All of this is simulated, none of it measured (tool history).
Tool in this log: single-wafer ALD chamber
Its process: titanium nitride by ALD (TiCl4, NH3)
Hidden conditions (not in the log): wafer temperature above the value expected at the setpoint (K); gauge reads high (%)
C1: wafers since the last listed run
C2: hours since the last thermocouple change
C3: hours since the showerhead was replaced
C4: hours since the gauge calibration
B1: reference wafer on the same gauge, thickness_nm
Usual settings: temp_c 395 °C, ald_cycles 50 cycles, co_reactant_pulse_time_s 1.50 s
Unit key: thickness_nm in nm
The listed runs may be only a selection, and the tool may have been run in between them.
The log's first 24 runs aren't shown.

Run 25, hour 2023.7: usual settings but co_reactant_pulse_time_s 1.14 s; C1 156; C2 385.5; C3 1114.6; C4 1084.8; B1 0.953. Result: thickness_nm 1.011 nm.
Run 26, hour 2082.9: usual settings; C1 232; C2 444.7; C3 1173.8; C4 1144.0; B1 0.951. Result: thickness_nm 1.018 nm.
Run 27, hour 2154.1: usual settings; C1 279; C2 515.9; C3 1245.0; C4 1215.2; B1 0.951. Result: thickness_nm 1.026 nm.
Run 28, hour 2206.1: usual settings but temp_c 405 °C, ald_cycles 56 cycles, co_reactant_pulse_time_s 1.23 s; C1 204; C2 567.9; C3 1297.0; C4 1267.2; B1 0.949. Result: thickness_nm 1.148 nm.
Run 29, hour 2297.7: usual settings but temp_c 400 °C, ald_cycles 57 cycles, co_reactant_pulse_time_s 1.29 s; C1 359; C2 659.5; C3 1388.6; C4 1358.8; B1 0.948. Result: thickness_nm 1.149 nm.
Run 30, hour 2334.6: usual settings but temp_c 400 °C, ald_cycles 44 cycles; C1 144; C2 696.4; C3 1425.5; C4 1395.7; B1 0.947. Result: thickness_nm 0.910 nm.
Run 31, hour 2434.0: usual settings but ald_cycles 47 cycles; C1 390; C2 795.8; C3 1524.9; C4 1495.1; B1 0.946. Result: thickness_nm 0.967 nm.
Run 32, hour 2484.1: usual settings but temp_c 387 °C, ald_cycles 46 cycles, co_reactant_pulse_time_s 1.99 s; C1 196; C2 845.9; C3 1575.0; C4 1545.2; B1 0.946. Result: thickness_nm 0.948 nm.
Run 33, hour 2583.4: usual settings; C1 389; C2 945.2; C3 1674.3; C4 1644.5; B1 0.945. Result: thickness_nm 1.022 nm.
Run 34, hour 2682.5: usual settings but temp_c 405 °C; C1 388; C2 1044.3; C3 1773.4; C4 1743.6; B1 0.943. Result: thickness_nm 1.023 nm.
Run 35, hour 2726.5: usual settings but ald_cycles 46 cycles, co_reactant_pulse_time_s 2.08 s; C1 172; C2 1088.3; C3 1817.4; C4 1787.6; B1 0.942. Result: thickness_nm 0.950 nm.

Here are 4 independent what-if runs from the current tool condition. What would each one return?
Run A, hour 2727.0: usual settings but temp_c 400 °C; C1 1; C2 1088.8; C3 1817.9; C4 1788.1; B1 ?. Result: thickness_nm ?.
Run B, hour 2727.0: usual settings but temp_c 408 °C, ald_cycles 54 cycles, co_reactant_pulse_time_s 1.67 s; C1 1; C2 1088.8; C3 1817.9; C4 1788.1; B1 ?. Result: thickness_nm ?.
Run C, hour 2727.0: usual settings but ald_cycles 46 cycles; C1 1; C2 1088.8; C3 1817.9; C4 1788.1; B1 ?. Result: thickness_nm ?.
Run D, hour 2727.0: usual settings but temp_c 383 °C, co_reactant_pulse_time_s 1.32 s; C1 1; C2 1088.8; C3 1817.9; C4 1788.1; B1 ?. Result: thickness_nm ?.

run     B1  thickness_nm
  A  0.943         1.026
  B  0.943         1.119
  C  0.943         0.938
  D  0.943         0.993
Take away the tool's hidden state, keep each run's random variation, and the runs would have read:
run  thickness_nm
  A         1.057
  B         1.153
  C         0.966
  D         1.023
